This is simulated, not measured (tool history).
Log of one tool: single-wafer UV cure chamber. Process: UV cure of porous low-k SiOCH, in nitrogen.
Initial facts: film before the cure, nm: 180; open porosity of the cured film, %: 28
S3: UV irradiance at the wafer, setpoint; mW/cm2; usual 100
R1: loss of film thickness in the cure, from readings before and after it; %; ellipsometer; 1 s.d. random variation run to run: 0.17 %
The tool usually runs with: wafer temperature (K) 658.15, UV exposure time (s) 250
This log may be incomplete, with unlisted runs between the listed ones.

Run 1, day 0: usual settings. Result: R1 13.101 %.
Run 2, day 4.229: usual settings. Result: R1 12.71 %.
Run 3, day 5.696: usual settings but UV exposure time (s) 130. Result: R1 9.316 %.
Run 4, day 7.208: usual settings but UV exposure time (s) 130. Result: R1 9.093 %.
Run 5, day 10.008: usual settings. Result: R1 12.15 %.
Run 6, day 12.958: usual settings. Result: R1 11.558 %.
Run 7, day 14.825: usual settings but UV exposure time (s) 140, S3 88 mW/cm2. Result: R1 7.899 %.
Run 8, day 16.329: usual settings but wafer temperature (K) 643.15, S3 81 mW/cm2. Result: R1 9.574 %.
At day 18.379: quartz window cleaned.
At day 21.554: UV bulbs replaced.
Run 9, day 23.012: usual settings but wafer temperature (K) 643.15, S3 81 mW/cm2. Result: R1 13.601 %.
Run 10, day 24.062: usual settings but wafer temperature (K) 677.15, UV exposure time (s) 300. Result: R1 15.786 %.
Run 11, day 25.383: usual settings but S3 135 mW/cm2. Result: R1 16.109 %.
Run 12, day 26.696: usual settings but UV exposure time (s) 185, S3 90 mW/cm2. Result: R1 12.461 %.
Run 13, day 27.779: usual settings but wafer temperature (K) 642.15, UV exposure time (s) 115, S3 86 mW/cm2. Result: R1 9.5 %.
Run 14, day 29.804: usual settings but wafer temperature (K) 677.15, UV exposure time (s) 300. Result: R1 15.743 %.
Run 15, day 32.317: usual settings but S3 138 mW/cm2. Result: R1 15.891 %.
Run 16, day 33.608: usual settings. Result: R1 14.318 %.
Run 17, day 34.846: usual settings. Result: R1 13.96 %.
Run 18, day 36.642: usual settings but wafer temperature (K) 675.15, S3 137 mW/cm2. Result: R1 16.025 %.
Run 19, day 38.088: usual settings but wafer temperature (K) 644.15, UV exposure time (s) 190, S3 131 mW/cm2. Result: R1 13.401 %.

Each row is a separate what-if for the run after 19, all from the same tool condition, not one after another. Results?
Run A, day 38.108: usual settings but UV exposure time (s) 205. Result: R1 ?.
Run B, day 38.108: usual settings but UV exposure time (s) 395. Result: R1 ?.
Run C, day 38.108: usual settings but UV exposure time (s) 365, S3 80 mW/cm2. Result: R1 ?.
Run D, day 38.108: usual settings but UV exposure time (s) 370. Result: R1 ?.
Run E, day 38.108: usual settings but UV exposure time (s) 390. Result: R1 ?.

run      R1
  A  12.511
  B  15.929
  C  14.328
  D  15.579
  E  15.861
Had the tool no hidden state, the same runs would have come out as:
run      R1
  A  13.827
  B   17.32
  C   15.69
  D  16.965
  E  17.251

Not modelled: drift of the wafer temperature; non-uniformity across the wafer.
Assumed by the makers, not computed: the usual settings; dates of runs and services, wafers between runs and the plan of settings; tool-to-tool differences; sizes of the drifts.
